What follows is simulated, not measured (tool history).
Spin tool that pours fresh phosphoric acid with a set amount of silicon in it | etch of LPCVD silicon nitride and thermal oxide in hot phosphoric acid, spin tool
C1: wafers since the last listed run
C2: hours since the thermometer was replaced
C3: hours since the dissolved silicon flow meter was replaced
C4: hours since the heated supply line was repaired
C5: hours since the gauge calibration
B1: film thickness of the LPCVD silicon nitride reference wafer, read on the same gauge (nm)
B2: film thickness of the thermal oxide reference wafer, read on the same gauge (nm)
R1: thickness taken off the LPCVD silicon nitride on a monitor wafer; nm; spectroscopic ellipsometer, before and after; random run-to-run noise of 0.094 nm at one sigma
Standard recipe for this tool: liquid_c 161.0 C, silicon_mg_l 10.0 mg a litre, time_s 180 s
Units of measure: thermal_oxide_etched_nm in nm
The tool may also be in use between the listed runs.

Run 1, day 0.000: usual settings; C1 0; C2 1018.5; C3 694.6; C4 1620.7; C5 365.7; B1 109.98; B2 40.008. Result: R1 14.42 nm, thermal_oxide_etched_nm 0.321 nm.
Run 2, day 2.767: usual settings; C1 286; C2 1084.9; C3 761.0; C4 1687.1; C5 432.1; B1 110.02; B2 39.999. Result: R1 14.37 nm, thermal_oxide_etched_nm 0.334 nm.
Run 3, day 3.792: usual settings; C1 106; C2 1109.5; C3 785.6; C4 1711.7; C5 456.7; B1 110.04; B2 39.977. Result: R1 14.33 nm, thermal_oxide_etched_nm 0.321 nm.
Run 4, day 6.704: usual settings; C1 301; C2 1179.4; C3 855.5; C4 1781.6; C5 526.6; B1 109.98; B2 39.998. Result: R1 14.30 nm, thermal_oxide_etched_nm 0.332 nm.
At day 7.267: gauge calibrated.
Run 5, day 8.012: usual settings; C1 135; C2 1210.8; C3 886.9; C4 1813.0; C5 17.9; B1 110.01; B2 39.994. Result: R1 14.28 nm, thermal_oxide_etched_nm 0.337 nm.
Run 6, day 10.762: usual settings; C1 284; C2 1276.8; C3 952.9; C4 1879.0; C5 83.9; B1 109.99; B2 39.995. Result: R1 14.26 nm, thermal_oxide_etched_nm 0.294 nm.
At day 13.546: dissolved silicon flow meter replaced.
Run 7, day 15.738: usual settings; C1 510; C2 1396.2; C3 52.6; C4 1998.4; C5 203.3; B1 109.97; B2 39.990. Result: R1 14.15 nm, thermal_oxide_etched_nm 0.343 nm.
Run 8, day 17.946: usual settings but silicon_mg_l 6.0 mg a litre; C1 228; C2 1449.2; C3 105.6; C4 2051.4; C5 256.3; B1 110.05; B2 40.007. Result: R1 14.10 nm, thermal_oxide_etched_nm 0.356 nm.
At day 19.592: heated supply line repaired.
Run 9, day 20.188: usual settings; C1 227; C2 1503.0; C3 159.4; C4 14.3; C5 310.1; B1 110.02; B2 39.984. Result: R1 14.13 nm, thermal_oxide_etched_nm 0.281 nm.
Run 10, day 21.592: usual settings but liquid_c 162.5 C, silicon_mg_l 2.5 mg a litre, time_s 245 s; C1 145; C2 1536.7; C3 193.1; C4 48.0; C5 343.8; B1 109.99; B2 39.999. Result: R1 20.10 nm, thermal_oxide_etched_nm 0.565 nm.
Run 11, day 23.767: usual settings but silicon_mg_l 7.0 mg a litre; C1 224; C2 1588.9; C3 245.3; C4 100.2; C5 396.0; B1 110.02; B2 39.983. Result: R1 14.06 nm, thermal_oxide_etched_nm 0.307 nm.
Run 12, day 25.325: usual settings; C1 161; C2 1626.3; C3 282.7; C4 137.6; C5 433.4; B1 110.02; B2 40.015. Result: R1 13.98 nm, thermal_oxide_etched_nm 0.320 nm.
Run 13, day 26.583: usual settings but silicon_mg_l 16.5 mg a litre; C1 130; C2 1656.5; C3 312.9; C4 167.8; C5 463.6; B1 109.96; B2 39.997. Result: R1 13.80 nm, thermal_oxide_etched_nm 0.283 nm.
At day 27.912: gauge calibrated.
At day 28.054: thermometer replaced.
Run 14, day 28.700: usual settings; C1 214; C2 15.5; C3 363.7; C4 218.6; C5 18.9; B1 109.94; B2 39.977. Result: R1 14.99 nm, thermal_oxide_etched_nm 0.372 nm.
Run 15, day 30.842: usual settings but liquid_c 159.0 C, silicon_mg_l 14.0 mg a litre, time_s 215 s; C1 221; C2 66.9; C3 415.1; C4 270.0; C5 70.3; B1 109.99; B2 39.991. Result: R1 16.84 nm, thermal_oxide_etched_nm 0.335 nm.
Run 16, day 32.271: usual settings but time_s 215 s; C1 147; C2 101.2; C3 449.4; C4 304.3; C5 104.6; B1 110.01; B2 40.021. Result: R1 17.61 nm, thermal_oxide_etched_nm 0.425 nm.
Run 17, day 34.858: usual settings but silicon_mg_l 14.5 mg a litre, time_s 90 s; C1 267; C2 163.3; C3 511.5; C4 366.4; C5 166.7; B1 109.98; B2 40.001. Result: R1 7.48 nm, thermal_oxide_etched_nm 0.159 nm.
Run 18, day 37.583: usual settings; C1 281; C2 228.7; C3 576.9; C4 431.8; C5 232.1; B1 110.01; B2 39.976. Result: R1 14.78 nm, thermal_oxide_etched_nm 0.356 nm.

What if the next run were any one of these 4? Each begins from the tool's condition after run 18:
Run A, day 37.604: usual settings; C1 2; C2 229.2; C3 577.4; C4 432.3; C5 232.6; B1 ?; B2 ?. Result: R1 ?, thermal_oxide_etched_nm ?.
Run B, day 37.604: usual settings but time_s 140 s; C1 2; C2 229.2; C3 577.4; C4 432.3; C5 232.6; B1 ?; B2 ?. Result: R1 ?, thermal_oxide_etched_nm ?.
Run C, day 37.604: usual settings but liquid_c 163.0 C, silicon_mg_l 12.0 mg a litre, time_s 130 s; C1 2; C2 229.2; C3 577.4; C4 432.3; C5 232.6; B1 ?; B2 ?. Result: R1 ?, thermal_oxide_etched_nm ?.
Run D, day 37.604: usual settings but silicon_mg_l 15.0 mg a litre; C1 2; C2 229.2; C3 577.4; C4 432.3; C5 232.6; B1 ?; B2 ?. Result: R1 ?, thermal_oxide_etched_nm ?.

run      B1      B2     R1  thermal_oxide_etched_nm
  A  110.04  39.995  14.85                    0.339
  B  110.04  39.995  11.55                    0.263
  C  110.04  39.995  11.47                    0.271
  D  110.04  39.995  14.85                    0.301
What these runs would have given with no unlogged condition in the tool:
run     R1  thermal_oxide_etched_nm
  A  15.25                    0.359
  B  11.86                    0.279
  C  11.77                    0.287
  D  15.25                    0.319
